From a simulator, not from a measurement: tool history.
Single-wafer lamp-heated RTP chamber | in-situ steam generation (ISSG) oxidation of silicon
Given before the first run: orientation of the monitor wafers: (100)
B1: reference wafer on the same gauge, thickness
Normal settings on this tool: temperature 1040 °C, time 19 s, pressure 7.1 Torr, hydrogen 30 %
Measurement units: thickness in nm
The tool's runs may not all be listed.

{"run": 1, "hour": 0.0, "temperature": 1040, "time": 19, "pressure": 7.1, "hydrogen": 30, "B1": 8.383, "thickness": 7.173}
{"run": 2, "hour": 33.1, "temperature": 1040, "time": 19, "pressure": 7.1, "hydrogen": 30, "B1": 8.383, "thickness": 7.208}
{"run": 3, "hour": 54.9, "temperature": 1040, "time": 19, "pressure": 7.1, "hydrogen": 30, "B1": 8.381, "thickness": 7.212}
{"run": 4, "hour": 79.7, "temperature": 1040, "time": 19, "pressure": 7.1, "hydrogen": 30, "B1": 8.377, "thickness": 7.195}
{"hour": 87.6, "done": "gauge calibrated"}
{"run": 5, "hour": 126.7, "temperature": 1040, "time": 19, "pressure": 7.1, "hydrogen": 30, "B1": 8.376, "thickness": 7.197}
{"run": 6, "hour": 159.3, "temperature": 1027, "time": 19, "pressure": 7.1, "hydrogen": 30, "B1": 8.378, "thickness": 6.778}
{"run": 7, "hour": 181.6, "temperature": 1027, "time": 19, "pressure": 7.1, "hydrogen": 30, "B1": 8.383, "thickness": 6.762}

Expected results for the next run?
{"hour": 193.1, "done": "pyrometer window cleaned and pyrometer calibrated"}
{"run": 8, "hour": 214.9, "temperature": 1040, "time": 19, "pressure": 8.6, "hydrogen": 30, "B1": "?", "thickness": "?"}

B1: 8.377
thickness: 7.062 nm
With the hidden condition absent and the run-to-run variation left alone, this run would have shown thickness 7.043 nm.

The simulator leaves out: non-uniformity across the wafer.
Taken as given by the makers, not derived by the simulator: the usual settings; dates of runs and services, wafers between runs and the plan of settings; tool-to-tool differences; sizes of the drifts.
